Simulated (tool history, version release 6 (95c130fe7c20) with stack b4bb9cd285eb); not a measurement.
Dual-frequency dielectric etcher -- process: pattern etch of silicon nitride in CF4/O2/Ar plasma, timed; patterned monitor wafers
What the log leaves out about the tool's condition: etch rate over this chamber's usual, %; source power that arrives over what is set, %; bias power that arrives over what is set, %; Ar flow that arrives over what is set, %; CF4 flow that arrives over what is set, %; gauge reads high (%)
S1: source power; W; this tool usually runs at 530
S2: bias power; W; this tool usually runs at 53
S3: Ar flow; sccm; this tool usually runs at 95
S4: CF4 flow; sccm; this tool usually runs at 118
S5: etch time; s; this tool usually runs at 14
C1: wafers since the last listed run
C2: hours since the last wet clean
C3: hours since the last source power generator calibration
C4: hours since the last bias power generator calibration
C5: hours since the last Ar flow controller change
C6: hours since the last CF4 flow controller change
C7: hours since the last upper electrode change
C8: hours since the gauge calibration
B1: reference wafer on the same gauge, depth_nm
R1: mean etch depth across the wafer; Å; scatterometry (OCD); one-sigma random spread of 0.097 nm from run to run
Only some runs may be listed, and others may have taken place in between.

| run | hour | S1 | S2 | S3 | S4 | S5 | C1 | C2 | C3 | C4 | C5 | C6 | C7 | C8 | B1 | R1 |
|---|---|---|---|---|---|---|---|---|---|---|---|---|---|---|---|---|
| 1 | 0 | 580 | 44 | 79 | 88 | 14 | 0 | 148.1 | 761.8 | 747.1 | 2722.1 | 282.7 | 241.1 | 2516 | 34.85 | 309.3 |
|  | 6.2 | gauge calibrated |
| 2 | 57.8 | 530 | 53 | 95 | 147 | 14 | 684 | 205.9 | 819.6 | 804.9 | 2779.9 | 340.5 | 298.9 | 51.6 | 34.8 | 314 |
| 3 | 84 | 530 | 49 | 72 | 118 | 14 | 310 | 232.1 | 845.8 | 831.1 | 2806.1 | 366.7 | 325.1 | 77.8 | 34.82 | 314.6 |
| 4 | 140.2 | 630 | 53 | 95 | 118 | 14 | 665 | 288.3 | 902 | 887.3 | 2862.3 | 422.9 | 381.3 | 134 | 34.78 | 340.6 |
| 5 | 168.6 | 430 | 50 | 118 | 126 | 14 | 336 | 316.7 | 930.4 | 915.7 | 2890.7 | 451.3 | 409.7 | 162.4 | 34.82 | 254.1 |
|  | 214.1 | Ar flow controller replaced |
| 6 | 214.6 | 530 | 53 | 95 | 118 | 14 | 473 | 362.7 | 976.4 | 961.7 | 0.5 | 497.3 | 455.7 | 208.4 | 34.78 | 308.3 |
| 7 | 247.8 | 530 | 53 | 95 | 89 | 14 | 392 | 395.9 | 1009.6 | 994.9 | 33.7 | 530.5 | 488.9 | 241.6 | 34.82 | 299.5 |
| 8 | 291.9 | 530 | 57 | 95 | 118 | 14 | 522 | 440 | 1053.7 | 1039 | 77.8 | 574.6 | 533 | 285.7 | 34.76 | 314.7 |
| 9 | 338 | 530 | 48 | 115 | 118 | 17 | 545 | 486.1 | 1099.8 | 1085.1 | 123.9 | 620.7 | 579.1 | 331.8 | 34.83 | 348 |
|  | 370.4 | wet clean of the chamber |
| 10 | 380.2 | 530 | 57 | 95 | 118 | 14 | 215 | 9.8 | 1142 | 1127.3 | 166.1 | 662.9 | 621.3 | 374 | 34.83 | 318.6 |
| 11 | 470.3 | 530 | 61 | 95 | 101 | 14 | 1066 | 99.9 | 1232.1 | 1217.4 | 256.2 | 753 | 711.4 | 464.1 | 34.84 | 321.6 |
| 12 | 514 | 530 | 53 | 95 | 118 | 14 | 517 | 143.6 | 1275.8 | 1261.1 | 299.9 | 796.7 | 755.1 | 507.8 | 34.84 | 311 |
| 13 | 573.2 | 600 | 60 | 85 | 102 | 14 | 700 | 202.8 | 1335 | 1320.3 | 359.1 | 855.9 | 814.3 | 567 | 34.82 | 350.8 |
| 14 | 607.2 | 590 | 53 | 116 | 118 | 11.5 | 402 | 236.8 | 1369 | 1354.3 | 393.1 | 889.9 | 848.3 | 601 | 34.76 | 260.1 |
| 15 | 656.2 | 530 | 53 | 95 | 118 | 14 | 580 | 285.8 | 1418 | 1403.3 | 442.1 | 938.9 | 897.3 | 650 | 34.77 | 307.5 |
| 16 | 719.2 | 640 | 61 | 103 | 133 | 14 | 745 | 348.8 | 1481 | 1466.3 | 505.1 | 1001.9 | 960.3 | 713 | 34.81 | 361.2 |
| 17 | 786 | 530 | 53 | 95 | 118 | 14 | 790 | 415.6 | 1547.8 | 1533.1 | 571.9 | 1068.7 | 1027.1 | 779.8 | 34.78 | 307.2 |
| 18 | 812.6 | 530 | 53 | 88 | 118 | 14 | 314 | 442.2 | 1574.4 | 1559.7 | 598.5 | 1095.3 | 1053.7 | 806.4 | 34.76 | 309.4 |
|  | 850.3 | wet clean of the chamber |
| 19 | 850.8 | 530 | 53 | 95 | 118 | 14 | 168 | 0.5 | 1612.6 | 1597.9 | 636.7 | 1133.5 | 1091.9 | 844.6 | 34.8 | 308.1 |
| 20 | 897.7 | 530 | 61 | 116 | 91 | 12 | 555 | 47.4 | 1659.5 | 1644.8 | 683.6 | 1180.4 | 1138.8 | 891.5 | 34.82 | 260.9 |

Measured minus without-hidden-state, run by run (identical run-to-run variation in each term; gauge scatter may differ):
| run | R1 |
|---|---|
| 1 | -5.1 |
| 2 | -5.4 |
| 3 | -5.2 |
| 4 | -7.3 |
| 5 | -6.1 |
| 6 | -3.1 |
| 7 | -3.6 |
| 8 | -4.4 |
| 9 | -5.7 |
| 10 | -0.4 |
| 11 | -1.8 |
| 12 | -2.3 |
| 13 | -3.5 |
| 14 | -3.3 |
| 15 | -4.2 |
| 16 | -6 |
| 17 | -6 |
| 18 | -6.2 |
| 19 | -1.9 |
| 20 | -2.5 |

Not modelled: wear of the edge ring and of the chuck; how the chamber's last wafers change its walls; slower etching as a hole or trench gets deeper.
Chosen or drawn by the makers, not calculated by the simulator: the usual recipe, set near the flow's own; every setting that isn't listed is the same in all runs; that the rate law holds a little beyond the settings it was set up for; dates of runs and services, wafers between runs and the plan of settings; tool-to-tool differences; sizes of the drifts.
